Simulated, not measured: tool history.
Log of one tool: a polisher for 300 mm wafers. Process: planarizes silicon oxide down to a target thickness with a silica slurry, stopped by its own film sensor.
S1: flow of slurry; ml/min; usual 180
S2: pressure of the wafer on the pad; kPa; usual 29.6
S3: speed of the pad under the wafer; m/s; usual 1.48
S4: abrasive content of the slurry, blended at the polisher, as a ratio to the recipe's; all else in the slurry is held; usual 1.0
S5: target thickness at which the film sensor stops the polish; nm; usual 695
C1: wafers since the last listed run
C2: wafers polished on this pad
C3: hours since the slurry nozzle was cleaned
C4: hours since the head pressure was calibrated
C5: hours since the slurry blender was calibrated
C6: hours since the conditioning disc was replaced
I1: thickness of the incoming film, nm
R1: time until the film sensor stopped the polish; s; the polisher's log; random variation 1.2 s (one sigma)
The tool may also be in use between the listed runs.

run 1 hour=0.0 | S1=180 S2=29.6 S3=1.48 S4=1.0 S5=695 | C1=0 C2=170 C3=163.9 C4=388.6 C5=320.2 C6=456.0 | I1=1154.7 | R1=112.8
-- hour=32.8 slurry blender recalibrated
run 2 hour=44.7 | S1=180 S2=29.6 S3=1.48 S4=1.0 S5=695 | C1=461 C2=631 C3=208.6 C4=433.3 C5=11.9 C6=500.7 | I1=1151.4 | R1=100.6
-- hour=111.7 conditioning disc replaced and pad reconditioned
run 3 hour=132.2 | S1=180 S2=29.6 S3=1.48 S4=1.0 S5=695 | C1=923 C2=1555 C3=296.1 C4=520.8 C5=99.4 C6=20.5 | I1=1183.5 | R1=111.8
run 4 hour=202.5 | S1=180 S2=29.6 S3=1.48 S4=1.0 S5=695 | C1=759 C2=2314 C3=366.4 C4=591.1 C5=169.7 C6=90.8 | I1=1159.9 | R1=111.4
-- hour=231.6 worn pad replaced by a new one
-- hour=253.9 slurry nozzle cleaned
run 5 hour=269.0 | S1=180 S2=29.6 S3=1.48 S4=1.0 S5=695 | C1=664 C2=392 C3=15.1 C4=657.6 C5=236.2 C6=157.3 | I1=1164.1 | R1=108.5
run 6 hour=328.9 | S1=180 S2=29.6 S3=1.48 S4=1.0 S5=695 | C1=646 C2=1039 C3=75.0 C4=717.5 C5=296.1 C6=217.2 | I1=1158.6 | R1=114.4
run 7 hour=387.7 | S1=180 S2=29.6 S3=1.48 S4=1.0 S5=695 | C1=634 C2=1674 C3=133.8 C4=776.3 C5=354.9 C6=276.0 | I1=1168.4 | R1=124.2
-- hour=419.9 slurry blender recalibrated
-- hour=485.1 worn pad replaced by a new one
run 8 hour=492.6 | S1=180 S2=29.6 S3=1.48 S4=1.0 S5=695 | C1=1067 C2=81 C3=238.7 C4=881.2 C5=72.7 C6=380.9 | I1=1147.0 | R1=98.1
run 9 hour=598.6 | S1=180 S2=29.6 S3=1.48 S4=1.0 S5=695 | C1=1144 C2=1225 C3=344.7 C4=987.2 C5=178.7 C6=486.9 | I1=1157.6 | R1=110.5
-- hour=670.8 conditioning disc replaced and pad reconditioned
run 10 hour=677.9 | S1=155 S2=35.9 S3=1.18 S4=1.0 S5=695 | C1=834 C2=2060 C3=424.0 C4=1066.5 C5=258.0 C6=7.1 | I1=1186.3 | R1=121.6
-- hour=720.7 slurry nozzle cleaned
run 11 hour=748.1 | S1=180 S2=33.8 S3=1.72 S4=1.0 S5=695 | C1=747 C2=2807 C3=27.4 C4=1136.7 C5=328.2 C6=77.3 | I1=1167.0 | R1=103.9
-- hour=765.9 slurry blender recalibrated
-- hour=770.4 worn pad replaced by a new one
run 12 hour=808.6 | S1=180 S2=29.6 S3=1.48 S4=1.0 S5=695 | C1=588 C2=412 C3=87.9 C4=1197.2 C5=42.7 C6=137.8 | I1=1171.9 | R1=102.6
-- hour=815.4 head pressure recalibrated
run 13 hour=883.7 | S1=180 S2=29.6 S3=1.48 S4=1.0 S5=695 | C1=789 C2=1201 C3=163.0 C4=68.3 C5=117.8 C6=212.9 | I1=1164.4 | R1=108.4
run 14 hour=939.1 | S1=155 S2=29.6 S3=1.48 S4=1.0 S5=811 | C1=598 C2=1800 C3=218.4 C4=123.7 C5=173.2 C6=268.3 | I1=1155.8 | R1=84.4
-- hour=1037.1 worn pad replaced by a new one
run 15 hour=1059.9 | S1=180 S2=29.6 S3=1.48 S4=1.0 S5=846 | C1=1261 C2=246 C3=339.2 C4=244.5 C5=294.0 C6=389.1 | I1=1159.3 | R1=74.3
run 16 hour=1145.9 | S1=180 S2=29.6 S3=1.48 S4=1.2 S5=695 | C1=928 C2=1174 C3=425.2 C4=330.5 C5=380.0 C6=475.1 | I1=1156.4 | R1=109.5
-- hour=1152.1 conditioning disc replaced and pad reconditioned
-- hour=1163.9 slurry blender recalibrated
-- hour=1210.8 slurry nozzle cleaned
run 17 hour=1245.0 | S1=180 S2=33.1 S3=1.48 S4=1.0 S5=695 | C1=1016 C2=2191 C3=34.2 C4=429.6 C5=81.1 C6=92.9 | I1=1162.4 | R1=98.0

Forecast each of these 4 alternatives for the next run:
run A hour=1245.5 | S1=180 S2=29.6 S3=1.48 S4=1.0 S5=777 | C1=5 C2=2196 C3=34.7 C4=430.1 C5=81.6 C6=93.4 | I1=1180.4 | R1=?
run B hour=1245.5 | S1=180 S2=26.9 S3=1.66 S4=1.0 S5=695 | C1=5 C2=2196 C3=34.7 C4=430.1 C5=81.6 C6=93.4 | I1=1180.4 | R1=?
run C hour=1245.5 | S1=180 S2=29.6 S3=1.48 S4=1.0 S5=565 | C1=5 C2=2196 C3=34.7 C4=430.1 C5=81.6 C6=93.4 | I1=1180.4 | R1=?
run D hour=1245.5 | S1=180 S2=35.2 S3=1.82 S4=0.8 S5=820 | C1=5 C2=2196 C3=34.7 C4=430.1 C5=81.6 C6=93.4 | I1=1180.4 | R1=?

run=A R1=93.2
run=B R1=114.3
run=C R1=142.3
run=D R1=72.8
Without the tool's hidden state the same runs would have given:
run=A R1=82.9
run=B R1=101.6
run=C R1=126.4
run=D R1=64.6

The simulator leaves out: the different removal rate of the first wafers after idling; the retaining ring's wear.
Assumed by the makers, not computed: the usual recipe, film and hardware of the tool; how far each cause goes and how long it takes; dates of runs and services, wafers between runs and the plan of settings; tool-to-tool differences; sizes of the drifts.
